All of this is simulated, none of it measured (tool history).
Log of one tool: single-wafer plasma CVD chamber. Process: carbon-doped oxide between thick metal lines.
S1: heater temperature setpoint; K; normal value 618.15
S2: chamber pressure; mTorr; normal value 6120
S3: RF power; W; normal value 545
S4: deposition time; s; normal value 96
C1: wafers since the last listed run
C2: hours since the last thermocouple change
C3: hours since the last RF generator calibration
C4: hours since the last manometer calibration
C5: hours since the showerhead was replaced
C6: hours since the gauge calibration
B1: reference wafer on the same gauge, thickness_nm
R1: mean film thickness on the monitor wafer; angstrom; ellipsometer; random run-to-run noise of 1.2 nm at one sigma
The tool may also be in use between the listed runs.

Run 1, hour 0: usual settings but S4 107.3 s; C1 0; C2 2030.6; C3 1908.5; C4 1612.3; C5 4663.8; C6 276.9; B1 563.079. Result: R1 6010.79 angstrom.
Run 2, hour 19.3: usual settings; C1 223; C2 2049.9; C3 1927.8; C4 1631.6; C5 4683.1; C6 296.2; B1 562.654. Result: R1 5399.29 angstrom.
Run 3, hour 39.4: usual settings; C1 233; C2 2070; C3 1947.9; C4 1651.7; C5 4703.2; C6 316.3; B1 562.896. Result: R1 5372.62 angstrom.
Run 4, hour 62.2: usual settings; C1 264; C2 2092.8; C3 1970.7; C4 1674.5; C5 4726; C6 339.1; B1 563.1. Result: R1 5373.49 angstrom.
Run 5, hour 112.8: usual settings but S1 627.15 K; C1 587; C2 2143.4; C3 2021.3; C4 1725.1; C5 4776.6; C6 389.7; B1 562.879. Result: R1 5263.33 angstrom.
Run 6, hour 131.6: usual settings but S1 627.15 K; C1 218; C2 2162.2; C3 2040.1; C4 1743.9; C5 4795.4; C6 408.5; B1 563.035. Result: R1 5267.59 angstrom.
Run 7, hour 162.6: usual settings but S1 627.15 K; C1 359; C2 2193.2; C3 2071.1; C4 1774.9; C5 4826.4; C6 439.5; B1 563.046. Result: R1 5274.52 angstrom.
Run 8, hour 188.2: usual settings but S2 6620 mTorr; C1 297; C2 2218.8; C3 2096.7; C4 1800.5; C5 4852; C6 465.1; B1 562.914. Result: R1 5442.39 angstrom.
Run 9, hour 209.8: usual settings; C1 250; C2 2240.4; C3 2118.3; C4 1822.1; C5 4873.6; C6 486.7; B1 562.742. Result: R1 5362.72 angstrom.
Run 10, hour 227.4: usual settings; C1 204; C2 2258; C3 2135.9; C4 1839.7; C5 4891.2; C6 504.3; B1 563.115. Result: R1 5354.92 angstrom.
Run 11, hour 262.6: usual settings but S2 5090 mTorr; C1 408; C2 2293.2; C3 2171.1; C4 1874.9; C5 4926.4; C6 539.5; B1 562.753. Result: R1 5231.4 angstrom.
Run 12, hour 284.2: usual settings; C1 250; C2 2314.8; C3 2192.7; C4 1896.5; C5 4948; C6 561.1; B1 562.996. Result: R1 5372.63 angstrom.
Run 13, hour 303.2: usual settings; C1 220; C2 2333.8; C3 2211.7; C4 1915.5; C5 4967; C6 580.1; B1 563.056. Result: R1 5381.85 angstrom.
Run 14, hour 323: usual settings; C1 229; C2 2353.6; C3 2231.5; C4 1935.3; C5 4986.8; C6 599.9; B1 562.94. Result: R1 5371.37 angstrom.
At hour 348.5: capacitance manometer re-zeroed and calibrated.
Run 15, hour 349: usual settings but S3 575 W, S4 102.3 s; C1 208; C2 2379.6; C3 2257.5; C4 0.5; C5 5012.8; C6 625.9; B1 563.023. Result: R1 5841 angstrom.
At hour 365: RF generator calibrated.
Run 16, hour 392.5: usual settings but S3 575 W, S4 102.3 s; C1 411; C2 2423.1; C3 27.5; C4 44; C5 5056.3; C6 669.4; B1 562.946. Result: R1 5999.74 angstrom.
Run 17, hour 406: usual settings but S4 104.8 s; C1 156; C2 2436.6; C3 41; C4 57.5; C5 5069.8; C6 682.9; B1 562.948. Result: R1 6036.67 angstrom.
At hour 428.5: thermocouple changed; heater temperature recalibrated.
Run 18, hour 429: usual settings; C1 174; C2 0.5; C3 64; C4 80.5; C5 5092.8; C6 705.9; B1 562.961. Result: R1 5512.49 angstrom.
Run 19, hour 451.6: usual settings but S1 607.15 K, S3 630 W, S4 83.1 s; C1 262; C2 23.1; C3 86.6; C4 103.1; C5 5115.4; C6 728.5; B1 562.77. Result: R1 5188.3 angstrom.
Run 20, hour 466.3: usual settings; C1 170; C2 37.8; C3 101.3; C4 117.8; C5 5130.1; C6 743.2; B1 562.855. Result: R1 5503.21 angstrom.
At hour 475.9: gauge calibrated.
Run 21, hour 483.4: usual settings but S1 624.15 K, S3 620 W; C1 198; C2 54.9; C3 118.4; C4 134.9; C5 5147.2; C6 7.5; B1 563.256. Result: R1 5692 angstrom.
At hour 511: showerhead replaced.
Run 22, hour 511.5: usual settings but S1 631.15 K, S2 4900 mTorr, S4 80.3 s; C1 233; C2 83; C3 146.5; C4 163; C5 0.5; C6 35.6; B1 563.215. Result: R1 4351.34 angstrom.
Run 23, hour 538.5: usual settings but S2 6680 mTorr, S3 625 W; C1 313; C2 110; C3 173.5; C4 190; C5 27.5; C6 62.6; B1 563.116. Result: R1 5808.18 angstrom.
Run 24, hour 562.9: usual settings but S1 631.15 K, S2 6730 mTorr, S3 440 W; C1 283; C2 134.4; C3 197.9; C4 214.4; C5 51.9; C6 87; B1 563.088. Result: R1 5013.28 angstrom.
Run 25, hour 592.6: usual settings but S3 590 W; C1 344; C2 164.1; C3 227.6; C4 244.1; C5 81.6; C6 116.7; B1 563.106. Result: R1 5654.26 angstrom.
Run 26, hour 627.8: usual settings but S1 628.15 K; C1 408; C2 199.3; C3 262.8; C4 279.3; C5 116.8; C6 151.9; B1 562.951. Result: R1 5362.8 angstrom.
Run 27, hour 659.6: usual settings; C1 368; C2 231.1; C3 294.6; C4 311.1; C5 148.6; C6 183.7; B1 562.892. Result: R1 5483.96 angstrom.
Run 28, hour 671.7: usual settings but S3 605 W, S4 105.7 s; C1 140; C2 243.2; C3 306.7; C4 323.2; C5 160.7; C6 195.8; B1 563.286. Result: R1 6261.87 angstrom.
Run 29, hour 703: usual settings but S1 627.15 K; C1 363; C2 274.5; C3 338; C4 354.5; C5 192; C6 227.1; B1 563.244. Result: R1 5365.76 angstrom.

Forecast each of these 3 alternatives for the next run:
Run A, hour 703.4: usual settings but S4 79.7 s; C1 4; C2 274.9; C3 338.4; C4 354.9; C5 192.4; C6 227.5; B1 ?. Result: R1 ?.
Run B, hour 703.4: usual settings but S4 78.1 s; C1 4; C2 274.9; C3 338.4; C4 354.9; C5 192.4; C6 227.5; B1 ?. Result: R1 ?.
Run C, hour 703.4: usual settings but S1 629.15 K, S2 5610 mTorr, S3 580 W, S4 79.4 s; C1 4; C2 274.9; C3 338.4; C4 354.9; C5 192.4; C6 227.5; B1 ?. Result: R1 ?.

run       B1       R1
  A  563.027  4546.98
  B  563.027  4456.31
  C  563.027  4471.04
Had the tool no hidden state, the same runs would have come out as:
run       R1
  A  4614.21
  B   4522.2
  C  4535.08
